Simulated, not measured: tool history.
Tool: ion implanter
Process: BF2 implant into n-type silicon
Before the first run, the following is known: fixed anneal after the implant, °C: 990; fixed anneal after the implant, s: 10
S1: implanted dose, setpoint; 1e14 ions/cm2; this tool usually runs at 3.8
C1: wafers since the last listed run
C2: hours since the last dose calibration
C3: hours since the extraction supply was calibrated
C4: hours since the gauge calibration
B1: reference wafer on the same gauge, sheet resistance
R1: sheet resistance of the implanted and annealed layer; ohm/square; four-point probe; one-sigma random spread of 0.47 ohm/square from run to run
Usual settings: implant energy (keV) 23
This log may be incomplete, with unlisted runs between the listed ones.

{"run": 1, "hour": 0.0, "S1": 3.8, "implant energy (keV)": 23, "C1": 0, "C2": 703.6, "C3": 4488.8, "C4": 446.1, "B1": 363.95, "R1": 312.21}
{"run": 2, "hour": 70.6, "S1": 3.8, "implant energy (keV)": 23, "C1": 1524, "C2": 774.2, "C3": 4559.4, "C4": 516.7, "B1": 363.91, "R1": 311.82}
{"run": 3, "hour": 270.6, "S1": 3.8, "implant energy (keV)": 23, "C1": 4317, "C2": 974.2, "C3": 4759.4, "C4": 716.7, "B1": 363.92, "R1": 311.71}
{"run": 4, "hour": 452.5, "S1": 4.59, "implant energy (keV)": 23, "C1": 3926, "C2": 1156.1, "C3": 4941.3, "C4": 898.6, "B1": 364.02, "R1": 273.35}
{"run": 5, "hour": 496.5, "S1": 4.59, "implant energy (keV)": 23, "C1": 949, "C2": 1200.1, "C3": 4985.3, "C4": 942.6, "B1": 363.93, "R1": 272.72}
{"run": 6, "hour": 521.5, "S1": 4.59, "implant energy (keV)": 23, "C1": 539, "C2": 1225.1, "C3": 5010.3, "C4": 967.6, "B1": 364.01, "R1": 273.65}
{"hour": 588.6, "done": "Faraday cup replaced and dose calibrated"}
{"run": 7, "hour": 593.3, "S1": 3.8, "implant energy (keV)": 23, "C1": 1377, "C2": 4.7, "C3": 5082.1, "C4": 1039.4, "B1": 363.93, "R1": 313.03}
{"hour": 595.1, "done": "gauge calibrated"}
{"run": 8, "hour": 624.4, "S1": 3.8, "implant energy (keV)": 23, "C1": 671, "C2": 35.8, "C3": 5113.2, "C4": 29.3, "B1": 364.02, "R1": 312.31}
{"run": 9, "hour": 648.5, "S1": 3.8, "implant energy (keV)": 23, "C1": 520, "C2": 59.9, "C3": 5137.3, "C4": 53.4, "B1": 364, "R1": 313.49}
{"run": 10, "hour": 688.5, "S1": 3.55, "implant energy (keV)": 18.5, "C1": 863, "C2": 99.9, "C3": 5177.3, "C4": 93.4, "B1": 363.99, "R1": 340.89}
{"run": 11, "hour": 720.7, "S1": 3.55, "implant energy (keV)": 18.5, "C1": 695, "C2": 132.1, "C3": 5209.5, "C4": 125.6, "B1": 363.99, "R1": 341.83}
{"run": 12, "hour": 764.2, "S1": 3.8, "implant energy (keV)": 23, "C1": 939, "C2": 175.6, "C3": 5253, "C4": 169.1, "B1": 364.05, "R1": 313.01}
{"run": 13, "hour": 790.7, "S1": 4.66, "implant energy (keV)": 30, "C1": 572, "C2": 202.1, "C3": 5279.5, "C4": 195.6, "B1": 363.95, "R1": 255.99}
{"run": 14, "hour": 854.7, "S1": 3.8, "implant energy (keV)": 23, "C1": 1381, "C2": 266.1, "C3": 5343.5, "C4": 259.6, "B1": 364.14, "R1": 312.76}
{"run": 15, "hour": 882.3, "S1": 4.67, "implant energy (keV)": 16.5, "C1": 595, "C2": 293.7, "C3": 5371.1, "C4": 287.2, "B1": 364.07, "R1": 299.54}
{"run": 16, "hour": 920.9, "S1": 3.29, "implant energy (keV)": 30, "C1": 833, "C2": 332.3, "C3": 5409.7, "C4": 325.8, "B1": 363.98, "R1": 341.2}
{"run": 17, "hour": 966.5, "S1": 3.8, "implant energy (keV)": 23, "C1": 984, "C2": 377.9, "C3": 5455.3, "C4": 371.4, "B1": 363.96, "R1": 312.25}
{"hour": 983.4, "done": "extraction supply calibrated"}
{"run": 18, "hour": 1016.5, "S1": 4.28, "implant energy (keV)": 25, "C1": 906, "C2": 427.9, "C3": 33.1, "C4": 421.4, "B1": 364.03, "R1": 282.89}
{"run": 19, "hour": 1055.8, "S1": 4.42, "implant energy (keV)": 26, "C1": 848, "C2": 467.2, "C3": 72.4, "C4": 460.7, "B1": 363.97, "R1": 274.09}
{"run": 20, "hour": 1091.4, "S1": 4.43, "implant energy (keV)": 23, "C1": 768, "C2": 502.8, "C3": 108, "C4": 496.3, "B1": 364.05, "R1": 281.1}
{"run": 21, "hour": 1129.5, "S1": 3.04, "implant energy (keV)": 15.5, "C1": 822, "C2": 540.9, "C3": 146.1, "C4": 534.4, "B1": 364.03, "R1": 392.54}
{"run": 22, "hour": 1181.7, "S1": 2.67, "implant energy (keV)": 30, "C1": 1126, "C2": 593.1, "C3": 198.3, "C4": 586.6, "B1": 363.99, "R1": 405.9}
{"run": 23, "hour": 1248.0, "S1": 2.76, "implant energy (keV)": 27, "C1": 1431, "C2": 659.4, "C3": 264.6, "C4": 652.9, "B1": 363.97, "R1": 397.14}
{"run": 24, "hour": 1306.5, "S1": 3.49, "implant energy (keV)": 29.5, "C1": 1262, "C2": 717.9, "C3": 323.1, "C4": 711.4, "B1": 363.97, "R1": 323.77}
{"run": 25, "hour": 1362.1, "S1": 2.67, "implant energy (keV)": 30, "C1": 1200, "C2": 773.5, "C3": 378.7, "C4": 767, "B1": 363.98, "R1": 405.93}

4 ways to go on from here, each from the tool as it stands after run 25. What would each give?
{"run": "A", "hour": 1362.5, "S1": 3.8, "implant energy (keV)": 23, "C1": 8, "C2": 773.9, "C3": 379.1, "C4": 767.4, "B1": "?", "R1": "?"}
{"run": "B", "hour": 1362.5, "S1": 3.31, "implant energy (keV)": 19, "C1": 8, "C2": 773.9, "C3": 379.1, "C4": 767.4, "B1": "?", "R1": "?"}
{"run": "C", "hour": 1362.5, "S1": 4.17, "implant energy (keV)": 18.5, "C1": 8, "C2": 773.9, "C3": 379.1, "C4": 767.4, "B1": "?", "R1": "?"}
{"run": "D", "hour": 1362.5, "S1": 4.92, "implant energy (keV)": 19.5, "C1": 8, "C2": 773.9, "C3": 379.1, "C4": 767.4, "B1": "?", "R1": "?"}

run=A B1=363.9 R1=311.39
run=B B1=363.9 R1=354.54
run=C B1=363.9 R1=306.6
run=D B1=363.9 R1=275.51
What these runs would have given with no unlogged condition in the tool:
run=A R1=312.99
run=B R1=356.33
run=C R1=307.87
run=D R1=276.52
